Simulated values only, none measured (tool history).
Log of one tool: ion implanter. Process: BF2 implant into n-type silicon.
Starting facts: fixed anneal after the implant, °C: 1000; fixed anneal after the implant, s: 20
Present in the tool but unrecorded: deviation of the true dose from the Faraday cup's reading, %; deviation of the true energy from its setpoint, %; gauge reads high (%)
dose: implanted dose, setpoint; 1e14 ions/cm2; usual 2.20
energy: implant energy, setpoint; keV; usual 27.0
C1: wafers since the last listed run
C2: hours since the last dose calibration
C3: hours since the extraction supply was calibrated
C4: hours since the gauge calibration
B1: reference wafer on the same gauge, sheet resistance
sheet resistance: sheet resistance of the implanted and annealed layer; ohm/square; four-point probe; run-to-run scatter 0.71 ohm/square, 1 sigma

Run 1, hour 0.0: usual settings but dose 2.54 1e14 ions/cm2; C1 0; C2 323.8; C3 3458.3; C4 350.9; B1 491.02. Result: sheet resistance 420.81 ohm/square.
At hour 15.1: gauge calibrated.
Run 2, hour 26.7: usual settings but dose 2.54 1e14 ions/cm2; C1 738; C2 350.5; C3 3485.0; C4 11.6; B1 490.89. Result: sheet resistance 420.54 ohm/square.
Run 3, hour 42.1: usual settings but dose 2.42 1e14 ions/cm2; C1 425; C2 365.9; C3 3500.4; C4 27.0; B1 490.95. Result: sheet resistance 438.51 ohm/square.
Run 4, hour 75.6: usual settings; C1 925; C2 399.4; C3 3533.9; C4 60.5; B1 490.95. Result: sheet resistance 475.50 ohm/square.
Run 5, hour 105.5: usual settings; C1 826; C2 429.3; C3 3563.8; C4 90.4; B1 491.09. Result: sheet resistance 476.64 ohm/square.
Run 6, hour 140.3: usual settings; C1 961; C2 464.1; C3 3598.6; C4 125.2; B1 491.06. Result: sheet resistance 476.57 ohm/square.
Run 7, hour 167.9: usual settings but energy 29.0 keV; C1 762; C2 491.7; C3 3626.2; C4 152.8; B1 490.94. Result: sheet resistance 474.75 ohm/square.
Run 8, hour 194.9: usual settings but energy 29.0 keV; C1 746; C2 518.7; C3 3653.2; C4 179.8; B1 490.87. Result: sheet resistance 476.61 ohm/square.
Run 9, hour 230.5: usual settings but energy 29.0 keV; C1 984; C2 554.3; C3 3688.8; C4 215.4; B1 491.12. Result: sheet resistance 476.92 ohm/square.
At hour 249.8: Faraday cup replaced and dose calibrated.
Run 10, hour 260.3: usual settings but dose 2.04 1e14 ions/cm2; C1 602; C2 10.5; C3 3718.6; C4 245.2; B1 491.11. Result: sheet resistance 502.62 ohm/square.
Run 11, hour 289.8: usual settings but dose 2.04 1e14 ions/cm2; C1 815; C2 40.0; C3 3748.1; C4 274.7; B1 490.88. Result: sheet resistance 503.62 ohm/square.
Run 12, hour 306.7: usual settings but dose 2.04 1e14 ions/cm2; C1 467; C2 56.9; C3 3765.0; C4 291.6; B1 490.96. Result: sheet resistance 503.21 ohm/square.
Run 13, hour 324.4: usual settings; C1 489; C2 74.6; C3 3782.7; C4 309.3; B1 490.95. Result: sheet resistance 472.82 ohm/square.
Run 14, hour 343.9: usual settings; C1 539; C2 94.1; C3 3802.2; C4 328.8; B1 491.04. Result: sheet resistance 473.08 ohm/square.
Run 15, hour 369.8: usual settings but dose 2.81 1e14 ions/cm2; C1 715; C2 120.0; C3 3828.1; C4 354.7; B1 491.08. Result: sheet resistance 384.72 ohm/square.
At hour 388.1: extraction supply calibrated.
At hour 388.6: gauge calibrated.
Run 16, hour 392.8: usual settings; C1 414; C2 143.0; C3 4.7; C4 4.2; B1 491.02. Result: sheet resistance 473.72 ohm/square.
Run 17, hour 423.9: usual settings; C1 859; C2 174.1; C3 35.8; C4 35.3; B1 491.06. Result: sheet resistance 473.41 ohm/square.
Run 18, hour 444.4: usual settings but dose 1.74 1e14 ions/cm2; C1 566; C2 194.6; C3 56.3; C4 55.8; B1 490.88. Result: sheet resistance 575.02 ohm/square.
Run 19, hour 468.0: usual settings but dose 2.00 1e14 ions/cm2, energy 18.0 keV; C1 652; C2 218.2; C3 79.9; C4 79.4; B1 490.93. Result: sheet resistance 532.22 ohm/square.
Run 20, hour 498.2: usual settings but energy 33.5 keV; C1 834; C2 248.4; C3 110.1; C4 109.6; B1 490.93. Result: sheet resistance 465.08 ohm/square.
Run 21, hour 512.9: usual settings but dose 1.97 1e14 ions/cm2; C1 406; C2 263.1; C3 124.8; C4 124.3; B1 490.93. Result: sheet resistance 519.92 ohm/square.
Run 22, hour 535.0: usual settings but dose 2.71 1e14 ions/cm2, energy 34.5 keV; C1 610; C2 285.2; C3 146.9; C4 146.4; B1 490.93. Result: sheet resistance 390.48 ohm/square.
Run 23, hour 561.5: usual settings but dose 2.64 1e14 ions/cm2; C1 732; C2 311.7; C3 173.4; C4 172.9; B1 491.05. Result: sheet resistance 407.53 ohm/square.
Run 24, hour 580.4: usual settings but energy 22.0 keV; C1 522; C2 330.6; C3 192.3; C4 191.8; B1 491.10. Result: sheet resistance 483.78 ohm/square.
Run 25, hour 607.5: usual settings but dose 2.42 1e14 ions/cm2; C1 749; C2 357.7; C3 219.4; C4 218.9; B1 490.96. Result: sheet resistance 439.29 ohm/square.
Run 26, hour 622.1: usual settings but dose 2.43 1e14 ions/cm2, energy 23.5 keV; C1 403; C2 372.3; C3 234.0; C4 233.5; B1 491.10. Result: sheet resistance 441.90 ohm/square.
Run 27, hour 652.7: usual settings but dose 2.65 1e14 ions/cm2, energy 22.5 keV; C1 845; C2 402.9; C3 264.6; C4 264.1; B1 491.09. Result: sheet resistance 412.29 ohm/square.
Run 28, hour 678.7: usual settings but energy 30.0 keV; C1 718; C2 428.9; C3 290.6; C4 290.1; B1 491.09. Result: sheet resistance 472.61 ohm/square.

What if the next run were any one of these 4? Each begins from the tool's condition after run 28:
Run A, hour 679.1: usual settings but energy 17.5 keV; C1 11; C2 429.3; C3 291.0; C4 290.5; B1 ?. Result: sheet resistance ?.
Run B, hour 679.1: usual settings but dose 2.65 1e14 ions/cm2; C1 11; C2 429.3; C3 291.0; C4 290.5; B1 ?. Result: sheet resistance ?.
Run C, hour 679.1: usual settings but dose 2.60 1e14 ions/cm2, energy 34.5 keV; C1 11; C2 429.3; C3 291.0; C4 290.5; B1 ?. Result: sheet resistance ?.
Run D, hour 679.1: usual settings but dose 2.83 1e14 ions/cm2, energy 31.5 keV; C1 11; C2 429.3; C3 291.0; C4 290.5; B1 ?. Result: sheet resistance ?.

run      B1  sheet resistance
  A  491.07            494.99
  B  491.07            407.34
  C  491.07            406.84
  D  491.07            381.27
Had the tool no hidden state, the same runs would have come out as:
run  sheet resistance
  A            491.27
  B            404.34
  C            403.87
  D            378.45
